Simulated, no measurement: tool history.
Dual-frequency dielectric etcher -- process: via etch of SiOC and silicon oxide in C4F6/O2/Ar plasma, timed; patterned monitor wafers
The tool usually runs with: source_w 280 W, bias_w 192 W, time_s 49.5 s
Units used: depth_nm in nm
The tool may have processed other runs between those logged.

| run | day | source_w | bias_w | time_s | wafers since the last listed run | hours since the last wet clean | hours since the last source power generator calibration | hours since the last bias power generator calibration | hours since the last upper electrode change | hours since the gauge calibration | read-back reference wafer on the same gauge, depth_nm | depth_nm |
|---|---|---|---|---|---|---|---|---|---|---|---|---|
| 1 | 0 | 280 | 192 | 49.5 | 0 | 183.8 | 3741.5 | 3927.7 | 2677 | 119.1 | 45.59 | 48.33 |
| 2 | 0.512 | 280 | 192 | 49.5 | 111 | 196.1 | 3753.8 | 3940 | 2689.3 | 131.4 | 45.63 | 48.22 |
| 3 | 1.012 | 280 | 192 | 49.5 | 108 | 208.1 | 3765.8 | 3952 | 2701.3 | 143.4 | 45.66 | 48.02 |
| 4 | 1.6 | 280 | 192 | 49.5 | 127 | 222.2 | 3779.9 | 3966.1 | 2715.4 | 157.5 | 45.62 | 48.23 |
| 5 | 2.238 | 280 | 192 | 49.5 | 138 | 237.5 | 3795.2 | 3981.4 | 2730.7 | 172.8 | 45.6 | 48.24 |
| 6 | 2.638 | 280 | 192 | 49.5 | 86 | 247.1 | 3804.8 | 3991 | 2740.3 | 182.4 | 45.53 | 47.84 |
| 7 | 3.225 | 280 | 192 | 49.5 | 127 | 261.2 | 3818.9 | 4005.1 | 2754.4 | 196.5 | 45.64 | 47.88 |
| 8 | 3.692 | 230 | 218 | 49.5 | 101 | 272.4 | 3830.1 | 4016.3 | 2765.6 | 207.7 | 45.62 | 45.88 |
| 9 | 4.379 | 230 | 218 | 49.5 | 149 | 288.9 | 3846.6 | 4032.8 | 2782.1 | 224.2 | 45.61 | 45.71 |
| 10 | 4.771 | 230 | 218 | 49.5 | 85 | 298.3 | 3856 | 4042.2 | 2791.5 | 233.6 | 45.62 | 45.81 |
|  | 4.821 | gauge calibrated |
| 11 | 5.442 | 320 | 192 | 49.5 | 145 | 314.4 | 3872.1 | 4058.3 | 2807.6 | 14.9 | 45.61 | 50.43 |
| 12 | 5.833 | 320 | 192 | 49.5 | 85 | 323.8 | 3881.5 | 4067.7 | 2817 | 24.3 | 45.67 | 49.93 |
| 13 | 6.467 | 320 | 192 | 49.5 | 137 | 339 | 3896.7 | 4082.9 | 2832.2 | 39.5 | 45.59 | 49.98 |
|  | 6.642 | bias power generator calibrated |
| 14 | 6.954 | 280 | 180 | 56 | 69 | 350.7 | 3908.4 | 7.5 | 2843.9 | 51.2 | 45.61 | 53.26 |
|  | 8.183 | wet clean of the chamber |
| 15 | 8.204 | 280 | 192 | 49.5 | 54 | 0.5 | 3938.4 | 37.5 | 2873.9 | 81.2 | 45.67 | 48.92 |
| 16 | 8.217 | 230 | 192 | 63 | 2 | 0.8 | 3938.7 | 37.8 | 2874.2 | 81.5 | 45.59 | 58.52 |
|  | 9.671 | source power generator calibrated |
|  | 10.096 | upper electrode replaced |
| 17 | 10.117 | 280 | 192 | 36.5 | 284 | 46.4 | 10.7 | 83.4 | 0.5 | 127.1 | 45.61 | 36.15 |
| 18 | 10.129 | 310 | 178 | 49.5 | 2 | 46.7 | 11 | 83.7 | 0.8 | 127.4 | 45.62 | 49.85 |
| 19 | 10.479 | 300 | 213 | 56 | 76 | 55.1 | 19.4 | 92.1 | 9.2 | 135.8 | 45.57 | 57.97 |
| 20 | 11.129 | 250 | 224 | 42.5 | 141 | 70.7 | 35 | 107.7 | 24.8 | 151.4 | 45.55 | 41.7 |
| 21 | 11.662 | 280 | 192 | 57 | 115 | 83.5 | 47.8 | 120.5 | 37.6 | 164.2 | 45.67 | 55.94 |
| 22 | 12.183 | 220 | 237 | 60.5 | 113 | 96 | 60.3 | 133 | 50.1 | 176.7 | 45.64 | 57.32 |
| 23 | 12.929 | 230 | 161 | 49.5 | 161 | 113.9 | 78.2 | 150.9 | 68 | 194.6 | 45.57 | 43.8 |
| 24 | 13.55 | 280 | 192 | 43.5 | 134 | 128.8 | 93.1 | 165.8 | 82.9 | 209.5 | 45.6 | 42.34 |
| 25 | 14.079 | 280 | 148 | 56.5 | 114 | 141.5 | 105.8 | 178.5 | 95.6 | 222.2 | 45.57 | 52.5 |
| 26 | 14.6 | 280 | 192 | 49.5 | 113 | 154 | 118.3 | 191 | 108.1 | 234.7 | 45.65 | 48.2 |
|  | 14.704 | gauge calibrated |
| 27 | 15.304 | 230 | 192 | 49.5 | 152 | 170.9 | 135.2 | 207.9 | 125 | 14.4 | 45.57 | 45.16 |

5 options for the next run, each taken on its own from the tool as it stands now. Forecast them:
| A | 15.321 | 280 | 192 | 44.5 | 3 | 171.3 | 135.6 | 208.3 | 125.4 | 14.8 | ? | ? |
| B | 15.321 | 320 | 239 | 55 | 3 | 171.3 | 135.6 | 208.3 | 125.4 | 14.8 | ? | ? |
| C | 15.321 | 220 | 229 | 39 | 3 | 171.3 | 135.6 | 208.3 | 125.4 | 14.8 | ? | ? |
| D | 15.321 | 280 | 192 | 60.5 | 3 | 171.3 | 135.6 | 208.3 | 125.4 | 14.8 | ? | ? |
| E | 15.321 | 340 | 164 | 39.5 | 3 | 171.3 | 135.6 | 208.3 | 125.4 | 14.8 | ? | ? |

| run | read-back reference wafer on the same gauge, depth_nm | depth_nm |
|---|---|---|
| A | 45.67 | 43.49 |
| B | 45.67 | 58.95 |
| C | 45.67 | 36.56 |
| D | 45.67 | 59.12 |
| E | 45.67 | 40 |
Had the tool no hidden state, the same runs would have come out as:
| run | depth_nm |
|---|---|
| A | 44.39 |
| B | 60.17 |
| C | 37.32 |
| D | 60.35 |
| E | 40.83 |
